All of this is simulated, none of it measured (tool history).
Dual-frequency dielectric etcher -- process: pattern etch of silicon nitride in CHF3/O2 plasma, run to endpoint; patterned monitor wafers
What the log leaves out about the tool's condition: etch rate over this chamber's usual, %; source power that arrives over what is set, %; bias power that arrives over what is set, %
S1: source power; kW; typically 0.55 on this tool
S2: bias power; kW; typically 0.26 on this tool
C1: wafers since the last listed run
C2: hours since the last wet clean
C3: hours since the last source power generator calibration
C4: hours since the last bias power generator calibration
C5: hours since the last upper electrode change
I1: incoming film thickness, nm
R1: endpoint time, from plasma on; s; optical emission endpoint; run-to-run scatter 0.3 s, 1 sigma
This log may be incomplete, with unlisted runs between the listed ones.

| run | hour | S1 | S2 | C1 | C2 | C3 | C4 | C5 | I1 | R1 |
|---|---|---|---|---|---|---|---|---|---|---|
| 1 | 0 | 0.58 | 0.26 | 0 | 517.8 | 1864 | 4132.1 | 2604.6 | 91.3 | 56.1 |
|  | 7.2 | bias power generator calibrated |
| 2 | 36.5 | 0.66 | 0.26 | 363 | 554.3 | 1900.5 | 29.3 | 2641.1 | 91 | 54.9 |
| 3 | 110 | 0.66 | 0.26 | 823 | 627.8 | 1974 | 102.8 | 2714.6 | 90.4 | 54.4 |
| 4 | 146.5 | 0.66 | 0.26 | 408 | 664.3 | 2010.5 | 139.3 | 2751.1 | 90.6 | 54.4 |
| 5 | 197.1 | 0.63 | 0.26 | 566 | 714.9 | 2061.1 | 189.9 | 2801.7 | 90 | 55 |
| 6 | 236.9 | 0.63 | 0.26 | 445 | 754.7 | 2100.9 | 229.7 | 2841.5 | 89.8 | 54.9 |
| 7 | 325.7 | 0.59 | 0.26 | 994 | 843.5 | 2189.7 | 318.5 | 2930.3 | 89.8 | 56.3 |
|  | 365.7 | wet clean of the chamber |
| 8 | 403.9 | 0.59 | 0.26 | 606 | 38.2 | 2267.9 | 396.7 | 3008.5 | 90.4 | 56 |
| 9 | 470.6 | 0.59 | 0.26 | 746 | 104.9 | 2334.6 | 463.4 | 3075.2 | 89.6 | 55.9 |
| 10 | 638.1 | 0.64 | 0.26 | 1875 | 272.4 | 2502.1 | 630.9 | 3242.7 | 90.7 | 54.8 |
|  | 642.5 | source power generator calibrated |
| 11 | 691.4 | 0.55 | 0.26 | 552 | 325.7 | 48.9 | 684.2 | 3296 | 91.2 | 58.2 |
| 12 | 754 | 0.55 | 0.26 | 701 | 388.3 | 111.5 | 746.8 | 3358.6 | 90.5 | 58 |
| 13 | 842 | 0.42 | 0.243 | 985 | 476.3 | 199.5 | 834.8 | 3446.6 | 90.1 | 66.2 |
| 14 | 905.5 | 0.6 | 0.29 | 711 | 539.8 | 263 | 898.3 | 3510.1 | 90 | 52.7 |
| 15 | 958.4 | 0.55 | 0.201 | 592 | 592.7 | 315.9 | 951.2 | 3563 | 89.2 | 66 |
| 16 | 994.9 | 0.55 | 0.232 | 408 | 629.2 | 352.4 | 987.7 | 3599.5 | 89.3 | 60.8 |
| 17 | 1052.1 | 0.41 | 0.26 | 640 | 686.4 | 409.6 | 1044.9 | 3656.7 | 90.8 | 64.9 |
|  | 1101.8 | wet clean of the chamber |
| 18 | 1110.8 | 0.55 | 0.24 | 388 | 9 | 468.3 | 1103.6 | 3715.4 | 90.4 | 59.7 |
| 19 | 1217.5 | 0.48 | 0.295 | 1194 | 115.7 | 575 | 1210.3 | 3822.1 | 89.4 | 56.1 |
| 20 | 1451.4 | 0.64 | 0.235 | 2619 | 349.6 | 808.9 | 1444.2 | 4056 | 90.5 | 57.6 |
|  | 1493.6 | upper electrode replaced |
| 21 | 1523 | 0.55 | 0.26 | 533 | 421.2 | 880.5 | 1515.8 | 29.4 | 89.9 | 56.9 |
| 22 | 1615.4 | 0.42 | 0.284 | 1034 | 513.6 | 972.9 | 1608.2 | 121.8 | 89.9 | 60.6 |
| 23 | 1679.7 | 0.55 | 0.26 | 720 | 577.9 | 1037.2 | 1672.5 | 186.1 | 90.2 | 56.8 |
| 24 | 1744.6 | 0.5 | 0.26 | 726 | 642.8 | 1102.1 | 1737.4 | 251 | 90.7 | 59.3 |
|  | 1783.8 | wet clean of the chamber |
| 25 | 1788.1 | 0.65 | 0.32 | 218 | 4.3 | 1145.6 | 1780.9 | 294.5 | 90.7 | 48.7 |
| 26 | 1858.9 | 0.55 | 0.26 | 792 | 75.1 | 1216.4 | 1851.7 | 365.3 | 89.3 | 56.5 |
| 27 | 1964.8 | 0.55 | 0.26 | 1185 | 181 | 1322.3 | 1957.6 | 471.2 | 90.4 | 56.6 |
| 28 | 2022 | 0.42 | 0.322 | 640 | 238.2 | 1379.5 | 2014.8 | 528.4 | 89.4 | 56.5 |

Run 29, settings as shown, results not yet in. Your forecast:
| 29 | 2128 | 0.63 | 0.26 | 1187 | 344.2 | 1485.5 | 2120.8 | 634.4 | 89.9 | ? |

{"run 29": {"R1": 54}}
Minus the tool's unlogged condition, the same run would have read R1 55.1 s.

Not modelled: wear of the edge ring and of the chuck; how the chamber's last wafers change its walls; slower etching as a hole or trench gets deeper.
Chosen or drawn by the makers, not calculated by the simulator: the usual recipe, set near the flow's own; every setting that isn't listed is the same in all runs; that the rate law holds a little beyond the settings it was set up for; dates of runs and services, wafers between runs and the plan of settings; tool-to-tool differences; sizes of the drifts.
